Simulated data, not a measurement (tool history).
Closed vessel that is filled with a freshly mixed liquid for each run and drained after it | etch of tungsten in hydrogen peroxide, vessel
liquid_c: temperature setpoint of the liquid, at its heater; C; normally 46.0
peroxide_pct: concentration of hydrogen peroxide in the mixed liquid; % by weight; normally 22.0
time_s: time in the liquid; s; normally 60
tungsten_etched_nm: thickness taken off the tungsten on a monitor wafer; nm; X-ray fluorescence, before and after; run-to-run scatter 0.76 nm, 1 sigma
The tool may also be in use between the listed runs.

run,hour,liquid_c,peroxide_pct,time_s,wafers since the last listed run,hours since the thermometer was replaced,hours since the peroxide flow meter was replaced,hours since the drum of peroxide was connected,hours since the gauge calibration,"read-back film thickness of the tungsten reference wafer, read on the same gauge (nm)",tungsten_etched_nm
1,0.0,46.0,27.0,60,0,697.3,494.7,511.4,385.2,40.01,166.68
2,70.8,46.0,27.0,60,6289,768.1,565.5,582.2,456.0,40.02,168.03
# hour 73.2: thermometer replaced
3,128.1,46.0,22.0,60,5001,54.9,622.8,639.5,513.3,39.99,147.69
4,187.2,46.0,22.0,60,5250,114.0,681.9,698.6,572.4,39.97,145.93
# hour 195.3: new drum of peroxide connected
5,242.2,46.0,22.0,60,4797,169.0,736.9,46.9,627.4,39.99,146.94
6,290.8,46.0,22.0,60,4317,217.6,785.5,95.5,676.0,39.99,146.67
7,341.7,46.0,22.0,60,4521,268.5,836.4,146.4,726.9,40.00,148.05
8,391.9,46.0,22.0,60,4459,318.7,886.6,196.6,777.1,40.00,149.20
# hour 414.2: gauge calibrated
9,458.1,46.0,22.0,60,5881,384.9,952.8,262.8,43.9,40.02,148.26
10,506.8,46.0,22.0,60,4326,433.6,1001.5,311.5,92.6,40.01,148.70
11,629.1,46.0,22.0,60,10865,555.9,1123.8,433.8,214.9,40.02,149.35
12,670.4,46.0,26.0,60,3669,597.2,1165.1,475.1,256.2,40.01,163.12
13,709.5,46.0,22.0,60,3473,636.3,1204.2,514.2,295.3,39.98,150.80
14,769.6,37.5,24.5,35,5339,696.4,1264.3,574.3,355.4,40.05,54.33
# hour 808.0: peroxide flow meter replaced
15,839.8,50.5,18.5,40,6147,766.6,31.8,644.5,425.6,40.01,122.24
# hour 867.1: new drum of peroxide connected
16,873.3,46.0,27.0,60,2887,800.1,65.3,6.2,459.1,40.01,167.54
17,933.6,46.0,22.0,75,5357,860.4,125.6,66.5,519.4,39.99,189.88
# hour 937.2: thermometer replaced
18,992.6,54.0,22.0,60,5152,55.4,184.6,125.5,578.4,40.00,239.56
19,1029.7,46.0,26.5,60,3295,92.5,221.7,162.6,615.5,40.03,161.46
20,1056.5,43.5,24.5,50,2380,119.3,248.5,189.4,642.3,39.97,109.73
21,1105.6,46.0,22.0,60,4362,168.4,297.6,238.5,691.4,40.03,147.86
22,1146.9,46.0,22.0,60,3669,209.7,338.9,279.8,732.7,39.99,148.05
23,1197.2,43.0,22.0,45,4468,260.0,389.2,330.1,783.0,40.04,92.30

3 ways to go on from here, each from the tool as it stands after run 23. What would each give?
A,1197.9,46.0,22.0,60,62,260.7,389.9,330.8,783.7,?,?
B,1197.9,37.0,27.0,45,62,260.7,389.9,330.8,783.7,?,?
C,1197.9,49.0,27.0,50,62,260.7,389.9,330.8,783.7,?,?

run,"read-back film thickness of the tungsten reference wafer, read on the same gauge (nm)",tungsten_etched_nm
A,40.00,149.88
B,40.00,69.76
C,40.00,166.65
Without the tool's hidden state the same runs would have given:
run,tungsten_etched_nm
A,147.74
B,68.71
C,164.31
